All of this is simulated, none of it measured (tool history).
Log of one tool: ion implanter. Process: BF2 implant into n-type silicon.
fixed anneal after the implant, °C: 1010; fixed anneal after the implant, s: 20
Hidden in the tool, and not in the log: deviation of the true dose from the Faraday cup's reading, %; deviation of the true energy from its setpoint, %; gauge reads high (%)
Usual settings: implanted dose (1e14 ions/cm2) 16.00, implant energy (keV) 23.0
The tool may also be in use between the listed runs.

run	hour	implanted dose (1e14 ions/cm2)	implant energy (keV)	wafers since the last listed run	hours since the last dose calibration	hours since the extraction supply was calibrated	hours since the gauge calibration	read-back reference wafer on the same gauge, sheet resistance	sheet resistance of the implanted and annealed layer (ohm/square)
1	0.0	16.00	18.5	0	1837.1	2342.2	194.4	126.12	170.98
2	43.9	16.00	18.5	554	1881.0	2386.1	238.3	126.04	170.55
3	88.9	16.00	23.0	567	1926.0	2431.1	283.3	125.87	156.80
4	135.4	16.00	23.0	586	1972.5	2477.6	329.8	125.94	155.27
# hour 233.7: gauge calibrated
5	285.2	16.00	23.0	1890	2122.3	2627.4	51.5	126.12	156.36
6	320.7	16.00	23.0	448	2157.8	2662.9	87.0	126.04	155.81
7	357.0	16.00	23.0	458	2194.1	2699.2	123.3	125.86	156.82
# hour 382.2: Faraday cup replaced and dose calibrated
8	499.8	19.39	26.5	1701	117.6	2842.0	266.1	125.92	142.85
# hour 521.6: extraction supply calibrated
9	530.0	16.00	23.0	280	147.8	8.4	296.3	126.02	157.61
10	574.3	16.00	30.0	559	192.1	52.7	340.6	126.03	138.76
11	623.0	12.46	23.0	614	240.8	101.4	389.3	126.05	163.77
# hour 645.8: gauge calibrated
12	652.5	16.00	23.0	372	270.3	130.9	6.7	125.80	155.18
13	686.0	13.34	23.0	422	303.8	164.4	40.2	125.92	162.55
14	727.0	17.99	23.0	517	344.8	205.4	81.2	126.06	153.32

3 ways to go on from here, each from the tool as it stands after run 14. What would each give?
A	727.4	16.00	23.0	5	345.2	205.8	81.6	?	?
B	727.4	12.24	20.5	5	345.2	205.8	81.6	?	?
C	727.4	14.58	16.5	5	345.2	205.8	81.6	?	?

run	read-back reference wafer on the same gauge, sheet resistance	sheet resistance of the implanted and annealed layer (ohm/square)
A	126.07	155.42
B	126.07	171.93
C	126.07	180.62
Without the tool's hidden state the same runs would have given:
run	sheet resistance of the implanted and annealed layer (ohm/square)
A	155.42
B	171.93
C	180.62

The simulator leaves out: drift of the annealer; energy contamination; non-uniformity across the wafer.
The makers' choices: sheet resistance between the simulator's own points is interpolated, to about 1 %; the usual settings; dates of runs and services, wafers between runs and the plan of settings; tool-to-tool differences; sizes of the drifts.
